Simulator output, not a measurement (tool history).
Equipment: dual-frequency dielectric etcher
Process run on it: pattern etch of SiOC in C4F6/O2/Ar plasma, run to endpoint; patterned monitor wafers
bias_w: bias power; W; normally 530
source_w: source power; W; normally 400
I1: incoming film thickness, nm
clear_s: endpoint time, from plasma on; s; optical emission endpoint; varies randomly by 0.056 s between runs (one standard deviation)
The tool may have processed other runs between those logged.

Run 1, hour 0: usual settings but source_w 430 W; I1 26.17. Result: clear_s 7.3 s.
Run 2, hour 89.6: usual settings but source_w 430 W; I1 26.28. Result: clear_s 7.5 s.
At hour 172.6: wet clean of the chamber.
Run 3, hour 173.1: usual settings but bias_w 589 W; I1 26.24. Result: clear_s 7.1 s.
Run 4, hour 199.5: usual settings but bias_w 589 W; I1 25.84. Result: clear_s 7 s.
Run 5, hour 259.8: usual settings; I1 26.29. Result: clear_s 7.6 s.
Run 6, hour 330.3: usual settings; I1 26.34. Result: clear_s 7.7 s.
Run 7, hour 377.5: usual settings; I1 26.27. Result: clear_s 7.7 s.
Run 8, hour 457.1: usual settings; I1 25.94. Result: clear_s 7.8 s.
Run 9, hour 509.7: usual settings; I1 26.31. Result: clear_s 7.9 s.
Run 10, hour 562.4: usual settings; I1 26.19. Result: clear_s 7.9 s.
At hour 603.8: wet clean of the chamber.
Run 11, hour 604.3: usual settings but bias_w 628 W, source_w 320 W; I1 26.22. Result: clear_s 7.9 s.
Run 12, hour 633.5: usual settings but bias_w 628 W, source_w 320 W; I1 26.41. Result: clear_s 8 s.
At hour 716.1: upper electrode replaced, of another model than before.
Run 13, hour 716.6: usual settings but bias_w 628 W, source_w 320 W; I1 26.21. Result: clear_s 9.8 s.
Run 14, hour 742: usual settings but bias_w 475 W, source_w 340 W; I1 26.29. Result: clear_s 9.5 s.
Run 15, hour 812.4: usual settings but bias_w 589 W; I1 25.96. Result: clear_s 7.4 s.
Run 16, hour 873.5: usual settings but source_w 460 W; I1 26.1. Result: clear_s 6.6 s.
Run 17, hour 936.2: usual settings but bias_w 589 W; I1 26.18. Result: clear_s 7.5 s.
Run 18, hour 976.5: usual settings; I1 26.11. Result: clear_s 7.6 s.
At hour 1023.7: wet clean of the chamber.
At hour 1026.6: source power generator calibrated.
Run 19, hour 1027.1: usual settings but bias_w 475 W, source_w 450 W; I1 26.45. Result: clear_s 6.9 s.
Run 20, hour 1048.3: usual settings; I1 26.41. Result: clear_s 7.6 s.
At hour 1104.6: bias power generator calibrated.
Run 21, hour 1261.6: usual settings but bias_w 419 W; I1 26.18. Result: clear_s 8.3 s.
Run 22, hour 1295.6: usual settings but bias_w 602 W, source_w 480 W; I1 26.07. Result: clear_s 6.3 s.
Run 23, hour 1337.4: usual settings but bias_w 443 W; I1 26.37. Result: clear_s 8.2 s.
At hour 1372.2: wet clean of the chamber.
Run 24, hour 1372.7: usual settings; I1 26.24. Result: clear_s 7.5 s.
Run 25, hour 1428: usual settings but bias_w 441 W; I1 26.21. Result: clear_s 7.9 s.
Run 26, hour 1493.7: usual settings but source_w 440 W; I1 26.19. Result: clear_s 7 s.
Run 27, hour 1545.4: usual settings; I1 26.41. Result: clear_s 7.7 s.
Run 28, hour 1582: usual settings but bias_w 426 W; I1 26.17. Result: clear_s 8 s.
Run 29, hour 1626.4: usual settings but bias_w 477 W, source_w 490 W; I1 26.01. Result: clear_s 6.5 s.

For each run, what was the tool's unlogged condition?
bias power that arrives over what is set, %: 0, the same for each run
source power that arrives over what is set, %: 0, the same for each run
H1: etch rate over this chamber's usual, %
run       H1
  1    -1.51
  2    -2.42
  3    -0.53
  4   -0.798
  5    -1.41
  6    -2.12
  7     -2.6
  8    -3.41
  9    -3.94
 10    -4.47
 11    0.277
 12  -0.0184
 13    -0.86
 14    -1.12
 15    -1.83
 16    -2.45
 17    -3.08
 18    -3.49
 19   -0.452
 20   -0.667
 21    -2.83
 22    -3.17
 23     -3.6
 24    0.284
 25   -0.277
 26   -0.942
 27    -1.47
 28    -1.84
 29    -2.29

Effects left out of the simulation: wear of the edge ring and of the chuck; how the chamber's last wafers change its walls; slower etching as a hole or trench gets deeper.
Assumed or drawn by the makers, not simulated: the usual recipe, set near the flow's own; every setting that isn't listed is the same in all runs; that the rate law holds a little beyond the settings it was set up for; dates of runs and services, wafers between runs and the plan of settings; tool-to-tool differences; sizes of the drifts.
